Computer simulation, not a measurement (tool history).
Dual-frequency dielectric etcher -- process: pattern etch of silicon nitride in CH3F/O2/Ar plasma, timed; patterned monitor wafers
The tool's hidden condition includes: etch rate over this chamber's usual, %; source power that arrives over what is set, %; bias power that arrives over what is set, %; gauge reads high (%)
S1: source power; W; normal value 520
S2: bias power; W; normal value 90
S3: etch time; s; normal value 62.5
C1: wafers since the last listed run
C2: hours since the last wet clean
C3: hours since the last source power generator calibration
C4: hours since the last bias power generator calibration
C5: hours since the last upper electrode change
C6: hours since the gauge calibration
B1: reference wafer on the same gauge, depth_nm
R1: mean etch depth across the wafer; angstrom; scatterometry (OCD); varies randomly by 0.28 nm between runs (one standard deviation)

{"run": 1, "hour": 0.0, "S1": 520, "S2": 90, "S3": 62.5, "C1": 0, "C2": 484.0, "C3": 1934.5, "C4": 4310.5, "C5": 2252.6, "C6": 321.5, "B1": 59.7, "R1": 503}
{"hour": 25.8, "done": "wet clean of the chamber"}
{"run": 2, "hour": 30.9, "S1": 520, "S2": 90, "S3": 62.5, "C1": 68, "C2": 5.1, "C3": 1965.4, "C4": 4341.4, "C5": 2283.5, "C6": 352.4, "B1": 59.7, "R1": 535}
{"run": 3, "hour": 73.4, "S1": 520, "S2": 90, "S3": 62.5, "C1": 421, "C2": 47.6, "C3": 2007.9, "C4": 4383.9, "C5": 2326.0, "C6": 394.9, "B1": 59.6, "R1": 534}
{"run": 4, "hour": 116.8, "S1": 520, "S2": 90, "S3": 62.5, "C1": 430, "C2": 91.0, "C3": 2051.3, "C4": 4427.3, "C5": 2369.4, "C6": 438.3, "B1": 59.7, "R1": 525}
{"hour": 270.6, "done": "upper electrode replaced"}
{"hour": 295.3, "done": "bias power generator calibrated"}
{"run": 5, "hour": 299.1, "S1": 520, "S2": 90, "S3": 62.5, "C1": 1531, "C2": 273.3, "C3": 2233.6, "C4": 3.8, "C5": 28.5, "C6": 620.6, "B1": 59.7, "R1": 517}
{"run": 6, "hour": 349.7, "S1": 520, "S2": 90, "S3": 62.5, "C1": 502, "C2": 323.9, "C3": 2284.2, "C4": 54.4, "C5": 79.1, "C6": 671.2, "B1": 59.6, "R1": 513}
{"run": 7, "hour": 406.3, "S1": 520, "S2": 90, "S3": 62.5, "C1": 561, "C2": 380.5, "C3": 2340.8, "C4": 111.0, "C5": 135.7, "C6": 727.8, "B1": 59.7, "R1": 511}
{"hour": 432.5, "done": "gauge calibrated"}
{"run": 8, "hour": 450.0, "S1": 400, "S2": 90, "S3": 53.0, "C1": 433, "C2": 424.2, "C3": 2384.5, "C4": 154.7, "C5": 179.4, "C6": 17.5, "B1": 59.7, "R1": 384}
{"hour": 480.5, "done": "source power generator calibrated"}
{"hour": 509.1, "done": "wet clean of the chamber"}
{"run": 9, "hour": 509.6, "S1": 520, "S2": 90, "S3": 62.5, "C1": 313, "C2": 0.5, "C3": 29.1, "C4": 214.3, "C5": 239.0, "C6": 77.1, "B1": 59.7, "R1": 536}
{"run": 10, "hour": 556.7, "S1": 420, "S2": 99, "S3": 44.5, "C1": 467, "C2": 47.6, "C3": 76.2, "C4": 261.4, "C5": 286.1, "C6": 124.2, "B1": 59.7, "R1": 355}
{"run": 11, "hour": 606.5, "S1": 560, "S2": 69, "S3": 46.0, "C1": 494, "C2": 97.4, "C3": 126.0, "C4": 311.2, "C5": 335.9, "C6": 174.0, "B1": 59.7, "R1": 374}
{"run": 12, "hour": 643.9, "S1": 520, "S2": 90, "S3": 62.5, "C1": 371, "C2": 134.8, "C3": 163.4, "C4": 348.6, "C5": 373.3, "C6": 211.4, "B1": 59.7, "R1": 531}
{"run": 13, "hour": 715.1, "S1": 520, "S2": 90, "S3": 44.5, "C1": 706, "C2": 206.0, "C3": 234.6, "C4": 419.8, "C5": 444.5, "C6": 282.6, "B1": 59.6, "R1": 372}
{"run": 14, "hour": 771.8, "S1": 520, "S2": 90, "S3": 69.5, "C1": 562, "C2": 262.7, "C3": 291.3, "C4": 476.5, "C5": 501.2, "C6": 339.3, "B1": 59.8, "R1": 584}

Here are 3 independent what-if runs from the current tool condition. What would each one return?
{"run": "A", "hour": 772.2, "S1": 520, "S2": 103, "S3": 62.5, "C1": 3, "C2": 263.1, "C3": 291.7, "C4": 476.9, "C5": 501.6, "C6": 339.7, "B1": "?", "R1": "?"}
{"run": "B", "hour": 772.2, "S1": 560, "S2": 90, "S3": 47.0, "C1": 3, "C2": 263.1, "C3": 291.7, "C4": 476.9, "C5": 501.6, "C6": 339.7, "B1": "?", "R1": "?"}
{"run": "C", "hour": 772.2, "S1": 520, "S2": 90, "S3": 49.5, "C1": 3, "C2": 263.1, "C3": 291.7, "C4": 476.9, "C5": 501.6, "C6": 339.7, "B1": "?", "R1": "?"}

run=A B1=59.7 R1=545
run=B B1=59.7 R1=405
run=C B1=59.7 R1=412
Without the tool's unlogged condition, the same runs would have read:
run=A R1=561
run=B R1=417
run=C R1=424

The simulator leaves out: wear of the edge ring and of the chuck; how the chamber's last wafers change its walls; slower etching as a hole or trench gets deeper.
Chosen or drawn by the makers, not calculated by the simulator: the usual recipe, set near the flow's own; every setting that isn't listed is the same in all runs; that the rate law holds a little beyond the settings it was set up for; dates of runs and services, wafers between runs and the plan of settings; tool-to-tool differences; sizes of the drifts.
